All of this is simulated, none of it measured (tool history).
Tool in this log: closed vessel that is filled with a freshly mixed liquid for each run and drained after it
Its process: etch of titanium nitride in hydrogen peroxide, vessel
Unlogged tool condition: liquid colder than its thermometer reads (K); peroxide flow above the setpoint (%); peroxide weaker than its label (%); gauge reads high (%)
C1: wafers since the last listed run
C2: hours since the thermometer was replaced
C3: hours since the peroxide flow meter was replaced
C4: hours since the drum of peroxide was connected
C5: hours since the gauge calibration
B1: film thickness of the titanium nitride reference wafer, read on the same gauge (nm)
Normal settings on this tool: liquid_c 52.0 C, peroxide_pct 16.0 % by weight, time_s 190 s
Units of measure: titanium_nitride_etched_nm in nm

{"run": 1, "hour": 0.0, "liquid_c": 52.0, "peroxide_pct": 13.5, "time_s": 190, "C1": 0, "C2": 1186.5, "C3": 471.7, "C4": 442.8, "C5": 506.2, "B1": 40.0, "titanium_nitride_etched_nm": 4.29}
{"run": 2, "hour": 58.2, "liquid_c": 52.0, "peroxide_pct": 13.5, "time_s": 190, "C1": 5000, "C2": 1244.7, "C3": 529.9, "C4": 501.0, "C5": 564.4, "B1": 39.99, "titanium_nitride_etched_nm": 4.25}
{"run": 3, "hour": 101.8, "liquid_c": 52.0, "peroxide_pct": 16.0, "time_s": 190, "C1": 3746, "C2": 1288.3, "C3": 573.5, "C4": 544.6, "C5": 608.0, "B1": 40.04, "titanium_nitride_etched_nm": 4.41}
{"run": 4, "hour": 147.0, "liquid_c": 52.0, "peroxide_pct": 16.0, "time_s": 190, "C1": 3883, "C2": 1333.5, "C3": 618.7, "C4": 589.8, "C5": 653.2, "B1": 39.99, "titanium_nitride_etched_nm": 4.37}
{"run": 5, "hour": 186.2, "liquid_c": 52.0, "peroxide_pct": 16.0, "time_s": 190, "C1": 3368, "C2": 1372.7, "C3": 657.9, "C4": 629.0, "C5": 692.4, "B1": 40.0, "titanium_nitride_etched_nm": 4.38}
{"run": 6, "hour": 255.4, "liquid_c": 52.0, "peroxide_pct": 16.0, "time_s": 190, "C1": 5945, "C2": 1441.9, "C3": 727.1, "C4": 698.2, "C5": 761.6, "B1": 40.0, "titanium_nitride_etched_nm": 4.4}
{"run": 7, "hour": 317.0, "liquid_c": 52.0, "peroxide_pct": 16.0, "time_s": 190, "C1": 5292, "C2": 1503.5, "C3": 788.7, "C4": 759.8, "C5": 823.2, "B1": 39.98, "titanium_nitride_etched_nm": 4.24}
{"run": 8, "hour": 346.6, "liquid_c": 52.0, "peroxide_pct": 16.0, "time_s": 190, "C1": 2543, "C2": 1533.1, "C3": 818.3, "C4": 789.4, "C5": 852.8, "B1": 40.01, "titanium_nitride_etched_nm": 4.34}
{"run": 9, "hour": 387.1, "liquid_c": 52.0, "peroxide_pct": 16.0, "time_s": 190, "C1": 3479, "C2": 1573.6, "C3": 858.8, "C4": 829.9, "C5": 893.3, "B1": 40.0, "titanium_nitride_etched_nm": 4.29}
{"hour": 414.6, "done": "new drum of peroxide connected"}
{"run": 10, "hour": 456.7, "liquid_c": 52.0, "peroxide_pct": 16.0, "time_s": 190, "C1": 5894, "C2": 1643.2, "C3": 928.4, "C4": 42.1, "C5": 962.9, "B1": 39.99, "titanium_nitride_etched_nm": 4.3}
{"run": 11, "hour": 501.3, "liquid_c": 44.5, "peroxide_pct": 16.0, "time_s": 220, "C1": 3832, "C2": 1687.8, "C3": 973.0, "C4": 86.7, "C5": 1007.5, "B1": 39.99, "titanium_nitride_etched_nm": 2.83}
{"hour": 530.1, "done": "gauge calibrated"}
{"run": 12, "hour": 561.6, "liquid_c": 44.5, "peroxide_pct": 16.0, "time_s": 220, "C1": 5181, "C2": 1748.1, "C3": 1033.3, "C4": 147.0, "C5": 31.5, "B1": 40.01, "titanium_nitride_etched_nm": 2.8}
{"hour": 572.4, "done": "thermometer replaced"}
{"run": 13, "hour": 602.2, "liquid_c": 48.5, "peroxide_pct": 16.0, "time_s": 270, "C1": 3402, "C2": 29.8, "C3": 1073.9, "C4": 187.6, "C5": 72.1, "B1": 39.99, "titanium_nitride_etched_nm": 5.45}
{"run": 14, "hour": 632.5, "liquid_c": 52.0, "peroxide_pct": 19.5, "time_s": 305, "C1": 2603, "C2": 60.1, "C3": 1104.2, "C4": 217.9, "C5": 102.4, "B1": 39.99, "titanium_nitride_etched_nm": 8.27}
{"run": 15, "hour": 671.1, "liquid_c": 47.5, "peroxide_pct": 14.5, "time_s": 290, "C1": 3316, "C2": 98.7, "C3": 1142.8, "C4": 256.5, "C5": 141.0, "B1": 39.99, "titanium_nitride_etched_nm": 5.31}
{"hour": 681.9, "done": "peroxide flow meter replaced"}
{"run": 16, "hour": 725.0, "liquid_c": 55.0, "peroxide_pct": 18.0, "time_s": 100, "C1": 4545, "C2": 152.6, "C3": 43.1, "C4": 310.4, "C5": 194.9, "B1": 40.04, "titanium_nitride_etched_nm": 3.25}
{"run": 17, "hour": 786.2, "liquid_c": 52.0, "peroxide_pct": 19.0, "time_s": 135, "C1": 5258, "C2": 213.8, "C3": 104.3, "C4": 371.6, "C5": 256.1, "B1": 39.97, "titanium_nitride_etched_nm": 3.64}
{"run": 18, "hour": 824.0, "liquid_c": 48.0, "peroxide_pct": 18.5, "time_s": 190, "C1": 3247, "C2": 251.6, "C3": 142.1, "C4": 409.4, "C5": 293.9, "B1": 39.99, "titanium_nitride_etched_nm": 3.75}
{"run": 19, "hour": 851.5, "liquid_c": 52.0, "peroxide_pct": 16.0, "time_s": 190, "C1": 2362, "C2": 279.1, "C3": 169.6, "C4": 436.9, "C5": 321.4, "B1": 40.01, "titanium_nitride_etched_nm": 4.83}
{"run": 20, "hour": 890.6, "liquid_c": 48.0, "peroxide_pct": 21.0, "time_s": 285, "C1": 3359, "C2": 318.2, "C3": 208.7, "C4": 476.0, "C5": 360.5, "B1": 40.01, "titanium_nitride_etched_nm": 5.79}
{"run": 21, "hour": 945.6, "liquid_c": 44.0, "peroxide_pct": 12.0, "time_s": 140, "C1": 4725, "C2": 373.2, "C3": 263.7, "C4": 531.0, "C5": 415.5, "B1": 39.98, "titanium_nitride_etched_nm": 1.86}
{"run": 22, "hour": 1006.9, "liquid_c": 57.0, "peroxide_pct": 14.5, "time_s": 190, "C1": 5267, "C2": 434.5, "C3": 325.0, "C4": 592.3, "C5": 476.8, "B1": 40.01, "titanium_nitride_etched_nm": 6.67}
{"run": 23, "hour": 1054.7, "liquid_c": 55.5, "peroxide_pct": 16.0, "time_s": 190, "C1": 4107, "C2": 482.3, "C3": 372.8, "C4": 640.1, "C5": 524.6, "B1": 39.98, "titanium_nitride_etched_nm": 6.04}
{"run": 24, "hour": 1089.0, "liquid_c": 52.0, "peroxide_pct": 16.0, "time_s": 190, "C1": 2947, "C2": 516.6, "C3": 407.1, "C4": 674.4, "C5": 558.9, "B1": 40.02, "titanium_nitride_etched_nm": 4.8}

4 options for the next run, each taken on its own from the tool as it stands now. Forecast them:
{"run": "A", "hour": 1089.7, "liquid_c": 52.0, "peroxide_pct": 16.0, "time_s": 305, "C1": 60, "C2": 517.3, "C3": 407.8, "C4": 675.1, "C5": 559.6, "B1": "?", "titanium_nitride_etched_nm": "?"}
{"run": "B", "hour": 1089.7, "liquid_c": 52.0, "peroxide_pct": 13.0, "time_s": 190, "C1": 60, "C2": 517.3, "C3": 407.8, "C4": 675.1, "C5": 559.6, "B1": "?", "titanium_nitride_etched_nm": "?"}
{"run": "C", "hour": 1089.7, "liquid_c": 48.5, "peroxide_pct": 16.0, "time_s": 75, "C1": 60, "C2": 517.3, "C3": 407.8, "C4": 675.1, "C5": 559.6, "B1": "?", "titanium_nitride_etched_nm": "?"}
{"run": "D", "hour": 1089.7, "liquid_c": 61.5, "peroxide_pct": 16.0, "time_s": 190, "C1": 60, "C2": 517.3, "C3": 407.8, "C4": 675.1, "C5": 559.6, "B1": "?", "titanium_nitride_etched_nm": "?"}

run=A B1=40.02 titanium_nitride_etched_nm=7.79
run=B B1=40.02 titanium_nitride_etched_nm=4.65
run=C B1=40.02 titanium_nitride_etched_nm=1.49
run=D B1=40.02 titanium_nitride_etched_nm=9.41
Take away the tool's hidden state, keep each run's random variation, and the runs would have read:
run=A titanium_nitride_etched_nm=8.27
run=B titanium_nitride_etched_nm=4.93
run=C titanium_nitride_etched_nm=1.58
run=D titanium_nitride_etched_nm=9.96
